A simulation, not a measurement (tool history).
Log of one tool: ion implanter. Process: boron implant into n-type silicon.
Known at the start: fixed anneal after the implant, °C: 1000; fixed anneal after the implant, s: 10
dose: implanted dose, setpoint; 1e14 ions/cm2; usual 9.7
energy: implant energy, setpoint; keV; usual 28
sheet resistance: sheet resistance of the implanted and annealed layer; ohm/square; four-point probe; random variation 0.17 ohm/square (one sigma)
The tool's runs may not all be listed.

run   hour   dose  energy  wafers since the last listed run  hours since the last dose calibration  hours since the extraction supply was calibrated  hours since the gauge calibration  read-back reference wafer on the same gauge, sheet resistance  sheet resistance
  1      0    9.7    34.5                                 0                                 1494.1                                              1914                              146.7                                                         121.97            115.96
  2    7.4    9.7      22                               215                                 1501.5                                            1921.4                              154.1                                                         121.99            120.12
  3   13.6  11.84      28                               180                                 1507.7                                            1927.6                              160.3                                                         122.01            100.33
  4   22.8  11.84      28                               267                                 1516.9                                            1936.8                              169.5                                                         122.02            100.06
  5   32.6   8.61      28                               284                                 1526.7                                            1946.6                              179.3                                                         122.01             129.7
        39  -- gauge calibrated
  6   43.2   8.61      28                               308                                 1537.3                                            1957.2                                4.2                                                            122            129.92
  7   52.1    9.7      28                               258                                 1546.2                                            1966.1                               13.1                                                         122.01            117.65
  8   69.7    9.7      28                               511                                 1563.8                                            1983.7                               30.7                                                         122.01            117.75
  9   79.6  11.76      23                               287                                 1573.7                                            1993.6                               40.6                                                         122.06            102.59
 10   92.2  11.76      23                               366                                 1586.3                                            2006.2                               53.2                                                         121.98            102.79
     117.4  -- Faraday cup replaced and dose calibrated
 11  117.9  11.76      23                               514                                    0.5                                            2031.9                               78.9                                                         122.02             99.59
 12  118.2   11.7      32                                 8                                    0.8                                            2032.2                               79.2                                                            122             97.29
 13  132.5  10.51    23.5                               415                                   15.1                                            2046.5                               93.5                                                         122.01            107.98
 14  150.4    9.7      28                               520                                     33                                            2064.4                              111.4                                                         121.98            114.09
     172.2  -- extraction supply calibrated
 15  172.7    9.7      28                               415                                   55.3                                               0.5                              133.7                                                         121.97            113.85
 16  178.2  11.66    20.5                               159                                   60.8                                                 6                              139.2                                                         121.97             101.7
 17  190.1  11.27      28                               345                                   72.7                                              17.9                              151.1                                                         122.04            101.11
 18  197.8    9.7    34.5                               223                                   80.4                                              25.6                              158.8                                                         122.03            112.81
 19  214.4    9.7      33                               482                                     97                                              42.2                              175.4                                                         121.97            112.68
       221  -- gauge calibrated
 20  226.3   7.88      33                               345                                  108.9                                              54.1                                5.3                                                         121.98            134.02
 21  232.4    9.7      22                               177                                    115                                              60.2                               11.4                                                         121.99            115.89
 22  250.4    9.7      28                               523                                    133                                              78.2                               29.4                                                         121.99            113.76
 23  257.3  10.61    35.5                               200                                  139.9                                              85.1                               36.3                                                         122.02            104.66
 24  264.8    9.7      35                               217                                  147.4                                              92.6                               43.8                                                         122.06            112.21
 25  274.9   8.65      35                               293                                  157.5                                             102.7                               53.9                                                         121.97            123.27
 26  283.4  11.76      23                               247                                    166                                             111.2                               62.4                                                         121.98             99.32
 27  295.9  11.84      28                               363                                  178.5                                             123.7                               74.9                                                         122.03             97.34
 28  309.6    9.7      28                               398                                  192.2                                             137.4                               88.6                                                         122.01            114.04
 29  316.2  11.31    31.5                               191                                  198.8                                               144                               95.2                                                         121.98             99.94
 30  327.8   6.86    36.5                               337                                  210.4                                             155.6                              106.8                                                            122            148.96

What the log doesn't show, run by run:
deviation of the true energy from its setpoint, %: 0 in every run
gauge reads high (%): 0 in every run
H1: deviation of the true dose from the Faraday cup's reading, %
run     H1
  1  -3.46
  2  -3.49
  3  -3.52
  4  -3.56
  5  -3.61
  6  -3.66
  7   -3.7
  8  -3.79
  9  -3.83
 10   -3.9
 11  0.237
 12  0.237
 13  0.237
 14  0.236
 15  0.232
 16  0.232
 17  0.229
 18  0.227
 19  0.223
 20  0.219
 21  0.217
 22   0.21
 23  0.207
 24  0.204
 25  0.199
 26  0.195
 27  0.188
 28   0.18
 29  0.176
 30  0.169

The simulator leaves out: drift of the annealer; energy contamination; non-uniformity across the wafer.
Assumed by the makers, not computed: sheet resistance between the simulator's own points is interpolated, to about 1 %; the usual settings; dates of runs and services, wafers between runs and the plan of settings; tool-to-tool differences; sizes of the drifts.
